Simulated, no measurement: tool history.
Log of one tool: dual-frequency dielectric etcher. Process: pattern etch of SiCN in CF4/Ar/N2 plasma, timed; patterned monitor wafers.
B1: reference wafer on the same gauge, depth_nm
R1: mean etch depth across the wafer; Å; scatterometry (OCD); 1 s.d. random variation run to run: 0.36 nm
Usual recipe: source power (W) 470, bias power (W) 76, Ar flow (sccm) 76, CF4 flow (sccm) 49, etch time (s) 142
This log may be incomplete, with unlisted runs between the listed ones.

run 1 hour=0 | source_power_(W)=550 bias_power_(W)=69 Ar_flow_(sccm)=76 CF4_flow_(sccm)=49 etch_time_(s)=171.5 | B1=119.3 | R1=1764
run 2 hour=22.1 | source_power_(W)=470 bias_power_(W)=76 Ar_flow_(sccm)=76 CF4_flow_(sccm)=49 etch_time_(s)=142 | B1=119.2 | R1=1324
run 3 hour=43.6 | source_power_(W)=560 bias_power_(W)=83 Ar_flow_(sccm)=64 CF4_flow_(sccm)=49 etch_time_(s)=142 | B1=119.3 | R1=1626
run 4 hour=64.6 | source_power_(W)=380 bias_power_(W)=94 Ar_flow_(sccm)=76 CF4_flow_(sccm)=39 etch_time_(s)=122.5 | B1=119.5 | R1=1006
run 5 hour=97.7 | source_power_(W)=520 bias_power_(W)=82 Ar_flow_(sccm)=76 CF4_flow_(sccm)=49 etch_time_(s)=142 | B1=119.5 | R1=1482
run 6 hour=174.9 | source_power_(W)=470 bias_power_(W)=76 Ar_flow_(sccm)=76 CF4_flow_(sccm)=49 etch_time_(s)=142 | B1=120 | R1=1339
run 7 hour=201 | source_power_(W)=470 bias_power_(W)=76 Ar_flow_(sccm)=76 CF4_flow_(sccm)=49 etch_time_(s)=177 | B1=120 | R1=1651
run 8 hour=231.3 | source_power_(W)=470 bias_power_(W)=76 Ar_flow_(sccm)=59 CF4_flow_(sccm)=37 etch_time_(s)=142 | B1=120.1 | R1=1329
run 9 hour=261.8 | source_power_(W)=470 bias_power_(W)=76 Ar_flow_(sccm)=76 CF4_flow_(sccm)=49 etch_time_(s)=177 | B1=120.1 | R1=1668
-- hour=271.1 Ar flow controller replaced
run 10 hour=274.9 | source_power_(W)=470 bias_power_(W)=81 Ar_flow_(sccm)=76 CF4_flow_(sccm)=54 etch_time_(s)=142 | B1=120.2 | R1=1384
run 11 hour=309.5 | source_power_(W)=470 bias_power_(W)=76 Ar_flow_(sccm)=92 CF4_flow_(sccm)=49 etch_time_(s)=101 | B1=120.3 | R1=923
run 12 hour=325.4 | source_power_(W)=470 bias_power_(W)=71 Ar_flow_(sccm)=83 CF4_flow_(sccm)=57 etch_time_(s)=142 | B1=120.6 | R1=1316
-- hour=400.6 wet clean of the chamber
run 13 hour=403.6 | source_power_(W)=470 bias_power_(W)=76 Ar_flow_(sccm)=76 CF4_flow_(sccm)=49 etch_time_(s)=142 | B1=120.7 | R1=1341
run 14 hour=420.3 | source_power_(W)=470 bias_power_(W)=76 Ar_flow_(sccm)=76 CF4_flow_(sccm)=58 etch_time_(s)=101.5 | B1=120.7 | R1=982
run 15 hour=435.8 | source_power_(W)=470 bias_power_(W)=76 Ar_flow_(sccm)=76 CF4_flow_(sccm)=49 etch_time_(s)=142 | B1=120.8 | R1=1344
run 16 hour=458.5 | source_power_(W)=470 bias_power_(W)=76 Ar_flow_(sccm)=76 CF4_flow_(sccm)=39 etch_time_(s)=142 | B1=121 | R1=1302
run 17 hour=475.8 | source_power_(W)=470 bias_power_(W)=64 Ar_flow_(sccm)=68 CF4_flow_(sccm)=49 etch_time_(s)=142 | B1=121 | R1=1291
run 18 hour=499.5 | source_power_(W)=470 bias_power_(W)=71 Ar_flow_(sccm)=76 CF4_flow_(sccm)=49 etch_time_(s)=142 | B1=121.2 | R1=1315
run 19 hour=524 | source_power_(W)=470 bias_power_(W)=76 Ar_flow_(sccm)=76 CF4_flow_(sccm)=61 etch_time_(s)=177.5 | B1=121.2 | R1=1738
run 20 hour=536.6 | source_power_(W)=540 bias_power_(W)=93 Ar_flow_(sccm)=76 CF4_flow_(sccm)=61 etch_time_(s)=127 | B1=121.3 | R1=1497

Selected run-to-run steps in R1, each split into two signed amounts: the part the tool would show with no hidden state at all (from settings, incoming material and random variation), and the remainder, which goes to the hidden state together with any gauge scatter not common to the measured and the hidden-state-free results:
Hidden state present: etch rate over this chamber's usual, %; source power that arrives over what is set, %; bias power that arrives over what is set, %; Ar flow that arrives over what is set, %; CF4 flow that arrives over what is set, %; gauge reads high (%).
Run 3 -> 4: source power (W) 560 -> 380, bias power (W) 83 -> 94, Ar flow (sccm) 64 -> 76, CF4 flow (sccm) 49 -> 39, etch time (s) 142 -> 122.5. R1 -620 Å: hidden state -1, all else -619.
Run 4 -> 5: source power (W) 380 -> 520, bias power (W) 94 -> 82, CF4 flow (sccm) 39 -> 49, etch time (s) 122.5 -> 142. R1 +476 Å: hidden state +3, all else +473.
Run 14 -> 15: CF4 flow (sccm) 58 -> 49, etch time (s) 101.5 -> 142. R1 +362 Å: hidden state +6, all else +356.
Run 18 -> 19: bias power (W) 71 -> 76, CF4 flow (sccm) 49 -> 61, etch time (s) 142 -> 177.5. R1 +423 Å: hidden state +9, all else +414.
